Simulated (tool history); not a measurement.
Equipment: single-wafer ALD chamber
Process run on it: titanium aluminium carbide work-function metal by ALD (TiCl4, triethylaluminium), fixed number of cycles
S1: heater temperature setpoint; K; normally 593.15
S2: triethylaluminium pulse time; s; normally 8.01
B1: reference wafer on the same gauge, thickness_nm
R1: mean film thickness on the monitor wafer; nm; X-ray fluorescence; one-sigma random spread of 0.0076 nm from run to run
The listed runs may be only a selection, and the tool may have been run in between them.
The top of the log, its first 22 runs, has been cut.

{"run": 23, "hour": 1708.2, "S1": 587.15, "S2": 9.72, "B1": 1.921, "R1": 2.074}
{"run": 24, "hour": 1744.4, "S1": 588.15, "S2": 6.16, "B1": 1.92, "R1": 1.879}
{"hour": 1813.6, "done": "triethylaluminium bottle replaced"}
{"run": 25, "hour": 1993.0, "S1": 606.15, "S2": 8.89, "B1": 1.921, "R1": 2.229}
{"run": 26, "hour": 2035.1, "S1": 605.15, "S2": 10.79, "B1": 1.919, "R1": 2.287}
{"run": 27, "hour": 2130.0, "S1": 593.15, "S2": 8.01, "B1": 1.919, "R1": 2.089}
{"run": 28, "hour": 2170.1, "S1": 604.15, "S2": 6.11, "B1": 1.918, "R1": 2.028}
{"run": 29, "hour": 2221.0, "S1": 582.15, "S2": 5.11, "B1": 1.921, "R1": 1.71}
{"run": 30, "hour": 2294.8, "S1": 601.15, "S2": 9.96, "B1": 1.922, "R1": 2.239}

Here are 5 independent what-if runs from the current tool condition. What would each one return?
{"run": "A", "hour": 2295.2, "S1": 585.15, "S2": 8.01, "B1": "?", "R1": "?"}
{"run": "B", "hour": 2295.2, "S1": 605.15, "S2": 9.14, "B1": "?", "R1": "?"}
{"run": "C", "hour": 2295.2, "S1": 588.15, "S2": 9.02, "B1": "?", "R1": "?"}
{"run": "D", "hour": 2295.2, "S1": 583.15, "S2": 11.17, "B1": "?", "R1": "?"}
{"run": "E", "hour": 2295.2, "S1": 607.15, "S2": 5.59, "B1": "?", "R1": "?"}

run=A B1=1.920 R1=2.031
run=B B1=1.920 R1=2.250
run=C B1=1.920 R1=2.102
run=D B1=1.920 R1=2.112
run=E B1=1.920 R1=1.974
The same runs, with their run-to-run variation unchanged, on a tool lacking any hidden condition would have given:
run=A R1=2.002
run=B R1=2.220
run=C R1=2.072
run=D R1=2.081
run=E R1=1.947
